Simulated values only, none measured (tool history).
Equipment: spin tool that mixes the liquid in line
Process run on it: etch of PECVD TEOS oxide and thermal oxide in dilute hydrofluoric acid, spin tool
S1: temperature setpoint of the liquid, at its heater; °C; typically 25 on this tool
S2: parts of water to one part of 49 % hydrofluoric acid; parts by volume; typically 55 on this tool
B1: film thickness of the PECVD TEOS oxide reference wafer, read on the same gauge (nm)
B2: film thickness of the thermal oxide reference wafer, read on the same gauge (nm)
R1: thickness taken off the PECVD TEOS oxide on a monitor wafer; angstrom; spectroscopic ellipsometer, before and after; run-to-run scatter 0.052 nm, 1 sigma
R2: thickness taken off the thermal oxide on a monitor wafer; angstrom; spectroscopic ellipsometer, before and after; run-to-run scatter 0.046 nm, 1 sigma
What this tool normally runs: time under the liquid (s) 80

Run 1, hour 0: usual settings but S1 28.5 °C, S2 65 parts by volume; B1 50; B2 150.02. Result: R1 126.3 angstrom, R2 80.5 angstrom.
At hour 13.6: thermometer replaced.
Run 2, hour 60.3: usual settings but S1 28.5 °C, S2 65 parts by volume; B1 49.99; B2 150.01. Result: R1 126.4 angstrom, R2 79.4 angstrom.
Run 3, hour 116.6: usual settings but time under the liquid (s) 95; B1 50.01; B2 150.02. Result: R1 156.4 angstrom, R2 99.5 angstrom.
Run 4, hour 161.4: usual settings but time under the liquid (s) 95; B1 50.01; B2 149.95. Result: R1 156.1 angstrom, R2 98.6 angstrom.
Run 5, hour 191.7: usual settings but S2 65 parts by volume; B1 50; B2 150.02. Result: R1 110.3 angstrom, R2 69.6 angstrom.
Run 6, hour 222.8: usual settings but S2 65 parts by volume; B1 50; B2 149.99. Result: R1 110.5 angstrom, R2 70.1 angstrom.
Run 7, hour 259.1: usual settings but S2 65 parts by volume; B1 49.97; B2 150.01. Result: R1 109.1 angstrom, R2 69.6 angstrom.
Run 8, hour 299.5: usual settings but S1 30 °C, S2 75 parts by volume, time under the liquid (s) 120; B1 50.01; B2 150.02. Result: R1 171.6 angstrom, R2 109.5 angstrom.
Run 9, hour 363.3: usual settings; B1 50.03; B2 150.02. Result: R1 132.8 angstrom, R2 84.4 angstrom.
Run 10, hour 421.9: usual settings but S2 70 parts by volume; B1 50; B2 150. Result: R1 102.1 angstrom, R2 63.9 angstrom.
At hour 425.9: hydrofluoric acid flow meter replaced.
Run 11, hour 462.5: usual settings but S2 40 parts by volume; B1 49.98; B2 149.99. Result: R1 186.1 angstrom, R2 116.5 angstrom.
Run 12, hour 530.3: usual settings; B1 49.95; B2 150. Result: R1 131.7 angstrom, R2 83.9 angstrom.
Run 13, hour 599: usual settings but S2 30 parts by volume, time under the liquid (s) 65; B1 50.02; B2 150.05. Result: R1 203.7 angstrom, R2 128.6 angstrom.
Run 14, hour 629.2: usual settings but S1 23 °C, S2 40 parts by volume, time under the liquid (s) 115; B1 49.96; B2 149.97. Result: R1 243.7 angstrom, R2 154.7 angstrom.
Run 15, hour 679.7: usual settings but S1 28.5 °C, S2 35 parts by volume, time under the liquid (s) 35; B1 50.02; B2 150.04. Result: R1 107.3 angstrom, R2 67.3 angstrom.
Run 16, hour 734.6: usual settings but S1 23 °C, S2 25 parts by volume, time under the liquid (s) 60; B1 50.03; B2 150. Result: R1 207.7 angstrom, R2 133.3 angstrom.
Run 17, hour 780: usual settings but S1 27.5 °C, time under the liquid (s) 95; B1 50.01; B2 150.03. Result: R1 172.1 angstrom, R2 109.1 angstrom.
Run 18, hour 865.7: usual settings but S1 30 °C, S2 75 parts by volume, time under the liquid (s) 50; B1 50.02; B2 150.01. Result: R1 71.6 angstrom, R2 45 angstrom.
Run 19, hour 914.6: usual settings but S2 70 parts by volume, time under the liquid (s) 120; B1 50.01; B2 150. Result: R1 152.8 angstrom, R2 96.4 angstrom.
Run 20, hour 972.5: usual settings but S1 20.5 °C, S2 40 parts by volume; B1 49.99; B2 149.98. Result: R1 154.3 angstrom, R2 96.4 angstrom.
Run 21, hour 999.7: usual settings but S2 40 parts by volume, time under the liquid (s) 110; B1 50.03; B2 150.02. Result: R1 254.7 angstrom, R2 160 angstrom.
At hour 1026.2: thermometer replaced.
Run 22, hour 1069.4: usual settings but S1 22 °C, S2 30 parts by volume, time under the liquid (s) 50; B1 49.99; B2 149.98. Result: R1 138.5 angstrom, R2 87.2 angstrom.
Run 23, hour 1271.3: usual settings but S2 40 parts by volume, time under the liquid (s) 110; B1 50.02; B2 149.98. Result: R1 255.5 angstrom, R2 160.1 angstrom.
Run 24, hour 1341.7: usual settings but S2 30 parts by volume; B1 50.01; B2 150. Result: R1 252.5 angstrom, R2 157.3 angstrom.
Run 25, hour 1367.9: usual settings; B1 49.99; B2 150.01. Result: R1 132.3 angstrom, R2 83.3 angstrom.

List, for all runs, the conditions of the tool that the log does not record:
liquid colder than its thermometer reads (K): 0 on each run
hydrofluoric acid flow below the setpoint (%): 0 on each run
gauge reads high (%): 0 on each run
